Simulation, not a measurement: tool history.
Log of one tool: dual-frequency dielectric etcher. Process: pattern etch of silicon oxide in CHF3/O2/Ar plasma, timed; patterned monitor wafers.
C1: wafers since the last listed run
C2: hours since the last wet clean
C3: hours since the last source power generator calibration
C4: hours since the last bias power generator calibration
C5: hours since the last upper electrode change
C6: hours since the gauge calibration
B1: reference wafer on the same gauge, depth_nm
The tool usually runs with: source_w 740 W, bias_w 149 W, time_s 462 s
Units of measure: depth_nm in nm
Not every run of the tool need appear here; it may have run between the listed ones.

{"run": 1, "day": 0.0, "source_w": 610, "bias_w": 149, "time_s": 369.5, "C1": 0, "C2": 279.7, "C3": 4557.8, "C4": 2278.2, "C5": 4098.7, "C6": 155.3, "B1": 1025.6, "depth_nm": 626}
{"run": 2, "day": 0.788, "source_w": 610, "bias_w": 149, "time_s": 369.5, "C1": 81, "C2": 298.6, "C3": 4576.7, "C4": 2297.1, "C5": 4117.6, "C6": 174.2, "B1": 1023.8, "depth_nm": 624.3}
{"run": 3, "day": 1.288, "source_w": 740, "bias_w": 169, "time_s": 462, "C1": 51, "C2": 310.6, "C3": 4588.7, "C4": 2309.1, "C5": 4129.6, "C6": 186.2, "B1": 1025, "depth_nm": 863.3}
{"run": 4, "day": 1.875, "source_w": 740, "bias_w": 169, "time_s": 462, "C1": 60, "C2": 324.7, "C3": 4602.8, "C4": 2323.2, "C5": 4143.7, "C6": 200.3, "B1": 1025.6, "depth_nm": 862.6}
{"run": 5, "day": 2.396, "source_w": 740, "bias_w": 169, "time_s": 462, "C1": 53, "C2": 337.2, "C3": 4615.3, "C4": 2335.7, "C5": 4156.2, "C6": 212.8, "B1": 1023.8, "depth_nm": 855.5}
{"run": 6, "day": 2.842, "source_w": 740, "bias_w": 167, "time_s": 462, "C1": 46, "C2": 347.9, "C3": 4626, "C4": 2346.4, "C5": 4166.9, "C6": 223.5, "B1": 1027, "depth_nm": 847.6}
{"day": 3.354, "done": "bias power generator calibrated"}
{"run": 7, "day": 3.375, "source_w": 740, "bias_w": 149, "time_s": 462, "C1": 37, "C2": 360.7, "C3": 4638.8, "C4": 0.5, "C5": 4179.7, "C6": 236.3, "B1": 1024.7, "depth_nm": 827.5}
{"run": 8, "day": 3.733, "source_w": 740, "bias_w": 149, "time_s": 462, "C1": 37, "C2": 369.3, "C3": 4647.4, "C4": 9.1, "C5": 4188.3, "C6": 244.9, "B1": 1024.8, "depth_nm": 832.8}
{"run": 9, "day": 4.029, "source_w": 740, "bias_w": 149, "time_s": 462, "C1": 30, "C2": 376.4, "C3": 4654.5, "C4": 16.2, "C5": 4195.4, "C6": 252, "B1": 1025.8, "depth_nm": 828.2}
{"day": 4.075, "done": "gauge calibrated"}
{"run": 10, "day": 4.45, "source_w": 740, "bias_w": 149, "time_s": 462, "C1": 43, "C2": 386.5, "C3": 4664.6, "C4": 26.3, "C5": 4205.5, "C6": 9, "B1": 1026.5, "depth_nm": 828.3}
{"day": 5.888, "done": "upper electrode replaced, of another model than before"}
{"run": 11, "day": 5.908, "source_w": 740, "bias_w": 149, "time_s": 559.5, "C1": 47, "C2": 421.5, "C3": 4699.6, "C4": 61.3, "C5": 0.5, "C6": 44, "B1": 1025.8, "depth_nm": 990.9}
{"day": 6.642, "done": "source power generator calibrated"}
{"run": 12, "day": 6.662, "source_w": 740, "bias_w": 149, "time_s": 559.5, "C1": 60, "C2": 439.6, "C3": 0.5, "C4": 79.4, "C5": 18.6, "C6": 62.1, "B1": 1024.5, "depth_nm": 988.7}
{"run": 13, "day": 7.062, "source_w": 740, "bias_w": 149, "time_s": 462, "C1": 41, "C2": 449.2, "C3": 10.1, "C4": 89, "C5": 28.2, "C6": 71.7, "B1": 1027.2, "depth_nm": 814.2}
{"day": 8.4, "done": "wet clean of the chamber"}
{"run": 14, "day": 8.421, "source_w": 810, "bias_w": 149, "time_s": 361, "C1": 37, "C2": 0.5, "C3": 42.7, "C4": 121.6, "C5": 60.8, "C6": 104.3, "B1": 1023.2, "depth_nm": 685.8}
{"run": 15, "day": 8.442, "source_w": 560, "bias_w": 149, "time_s": 462, "C1": 2, "C2": 1, "C3": 43.2, "C4": 122.1, "C5": 61.3, "C6": 104.8, "B1": 1026.3, "depth_nm": 804}
{"run": 16, "day": 8.771, "source_w": 880, "bias_w": 182, "time_s": 363.5, "C1": 34, "C2": 8.9, "C3": 51.1, "C4": 130, "C5": 69.2, "C6": 112.7, "B1": 1026, "depth_nm": 761.6}
{"run": 17, "day": 9.233, "source_w": 830, "bias_w": 149, "time_s": 462, "C1": 47, "C2": 20, "C3": 62.2, "C4": 141.1, "C5": 80.3, "C6": 123.8, "B1": 1025.6, "depth_nm": 883}
{"run": 18, "day": 9.608, "source_w": 680, "bias_w": 149, "time_s": 462, "C1": 38, "C2": 29, "C3": 71.2, "C4": 150.1, "C5": 89.3, "C6": 132.8, "B1": 1026.5, "depth_nm": 844.3}

Expected results for the next run?
{"run": 19, "day": 10.033, "source_w": 740, "bias_w": 149, "time_s": 462, "C1": 44, "C2": 39.2, "C3": 81.4, "C4": 160.3, "C5": 99.5, "C6": 143, "B1": "?", "depth_nm": "?"}

Run 19 measured B1 1026.4, depth_nm 857.1 nm.
On a tool with no hidden condition, and with the same random variation, this run would have come out at depth_nm 863.3 nm.
